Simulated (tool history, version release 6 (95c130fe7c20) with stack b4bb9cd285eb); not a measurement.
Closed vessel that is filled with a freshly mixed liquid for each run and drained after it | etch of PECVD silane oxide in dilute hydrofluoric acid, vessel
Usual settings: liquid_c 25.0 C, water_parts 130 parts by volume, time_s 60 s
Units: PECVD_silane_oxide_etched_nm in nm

| run | hour | liquid_c | water_parts | time_s | read-back film thickness of the PECVD silane oxide reference wafer, read on the same gauge (nm) | PECVD_silane_oxide_etched_nm |
|---|---|---|---|---|---|---|
| 1 | 0.0 | 21.0 | 130 | 60 | 49.99 | 9.27 |
| 2 | 16.2 | 25.0 | 105 | 75 | 49.99 | 17.21 |
| 3 | 33.8 | 25.0 | 130 | 70 | 49.99 | 12.57 |
| 4 | 50.8 | 25.0 | 130 | 70 | 49.95 | 12.58 |
| 5 | 59.2 | 25.0 | 130 | 70 | 49.97 | 12.48 |
| 6 | 69.6 | 25.0 | 130 | 60 | 49.98 | 10.70 |
|  | 69.6 | gauge calibrated |
|  | 75.2 | hydrofluoric acid flow meter replaced |
| 7 | 84.2 | 25.0 | 130 | 60 | 49.98 | 12.61 |
| 8 | 94.0 | 25.0 | 130 | 60 | 50.01 | 12.63 |
| 9 | 102.3 | 25.0 | 180 | 60 | 50.01 | 8.55 |
| 10 | 114.4 | 30.0 | 130 | 70 | 50.00 | 17.77 |
| 11 | 132.0 | 25.0 | 130 | 60 | 50.02 | 12.57 |
| 12 | 138.7 | 25.0 | 130 | 70 | 49.99 | 14.69 |
|  | 143.5 | thermometer replaced |
| 13 | 147.1 | 25.0 | 75 | 60 | 50.00 | 23.34 |
| 14 | 154.4 | 25.0 | 130 | 60 | 49.99 | 12.60 |
| 15 | 166.8 | 25.0 | 130 | 30 | 50.01 | 6.27 |
| 16 | 175.5 | 29.5 | 130 | 60 | 50.00 | 14.91 |
| 17 | 187.3 | 25.0 | 165 | 60 | 50.00 | 9.50 |

Hidden state or all else? Some run-to-run changes of PECVD_silane_oxide_etched_nm, split into what the settings, what came in and random variation would give without the hidden state, and what is left for the hidden state (with any gauge scatter that isn't in both results):
The hidden state here: liquid hotter than its thermometer reads (K); hydrofluoric acid flow below the setpoint (%); gauge reads high (%).
Run 6 -> 7: gauge calibrated, hydrofluoric acid flow meter replaced. PECVD_silane_oxide_etched_nm +1.91 nm: hidden state +1.89, all else +0.02.
Run 13 -> 14: water_parts 75 -> 130. PECVD_silane_oxide_etched_nm -10.74 nm: hidden state +0.08, all else -10.82.
